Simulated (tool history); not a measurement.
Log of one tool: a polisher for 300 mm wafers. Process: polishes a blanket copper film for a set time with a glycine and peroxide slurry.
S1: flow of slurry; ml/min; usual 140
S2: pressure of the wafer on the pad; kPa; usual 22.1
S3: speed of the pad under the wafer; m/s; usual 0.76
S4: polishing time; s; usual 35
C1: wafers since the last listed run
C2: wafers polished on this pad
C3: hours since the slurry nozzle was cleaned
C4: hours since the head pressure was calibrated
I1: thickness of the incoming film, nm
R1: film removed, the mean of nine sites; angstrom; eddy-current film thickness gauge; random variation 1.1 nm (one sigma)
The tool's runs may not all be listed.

run     day   S1    S2    S3  S4    C1    C2     C3     C4      I1    R1
  1       0  140  23.4  0.76  35     0  1375   74.7  257.1  1172.4  1767
      4.592  -- worn pad replaced by a new one
     10.029  -- slurry nozzle cleaned
  2  11.962  140  22.1  0.76  35  1879  1171   46.4  544.2  1141.9  1713
  3   15.35  140  22.1  0.76  35   541  1713  127.7  625.5  1156.2  1696
     17.646  -- worn pad replaced by a new one
  4  18.796  140  22.1  0.76  35   524   183  210.4  708.2  1153.9  1719
  5  23.146  140  22.1  0.76  35   695   879  314.8  812.6  1129.5  1725
     25.333  -- slurry nozzle cleaned
  6  27.071  140  22.1  0.76  35   620  1500   41.7  906.8  1160.3  1706
  7  30.479  140  22.1  0.76  35   544  2045  123.5  988.6  1163.1  1707
     30.979  -- head pressure recalibrated
  8  32.312  140  22.1  0.76  35   279  2324  167.5     32  1159.5  1716
     32.729  -- worn pad replaced by a new one
  9   34.55  110  22.1  0.66  35   331   290  221.2   85.7  1158.1  1467
 10  37.983  110  22.1  0.66  35   548   839  303.6  168.1  1150.5  1471
     39.438  -- slurry nozzle cleaned
 11  44.867  180  18.6  0.88  32  1093  1933  130.3  333.3  1132.7  1672
     47.646  -- worn pad replaced by a new one
 12  48.675  140  22.1  0.76  35   582   164  221.7  424.7    1140  1714
 13  51.421  105  22.1  0.76  35   439   603  287.6  490.6  1155.6  1625
     51.729  -- slurry nozzle cleaned
 14  54.121  140  26.9  0.76  35   425  1028   57.4  555.4  1148.5  1888
 15  56.296  140  24.8  0.76  35   347  1376  109.6  607.6  1170.4  1833
 16   59.45  110  22.1  0.66  35   504  1880  185.3  683.3  1154.1  1445
 17  61.396  140  16.5   0.6  35   311  2191    232    730  1156.5  1259
 18  63.504  140  22.1  0.76  35   337  2528  282.6  780.6  1162.2  1713
     63.912  -- worn pad replaced by a new one
     65.933  -- head pressure recalibrated
      66.85  -- slurry nozzle cleaned
 19  67.121  140  22.1  0.76  35   531   493    6.5   28.5  1156.2  1705
 20    69.3  140  15.2  0.76  40   348   841   58.8   80.8  1152.5  1624
 21  71.446  140  22.1  0.76  27   343  1184  110.3  132.3  1148.9  1316

Forecast each of these 4 alternatives for the next run:
  A  71.462  140  22.1  0.76  35   2  1187  110.7  132.7  1161.4   ?
  B  71.462  190  25.5  0.96  25   2  1187  110.7  132.7  1161.4   ?
  C  71.462  180  24.8  0.76  35   2  1187  110.7  132.7  1161.4   ?
  D  71.462   95  22.1  0.76  35   2  1187  110.7  132.7  1161.4   ?

run    R1
  A  1720
  B  1683
  C  1897
  D  1606
Without the tool's hidden state the same runs would have given:
run    R1
  A  1720
  B  1683
  C  1897
  D  1606
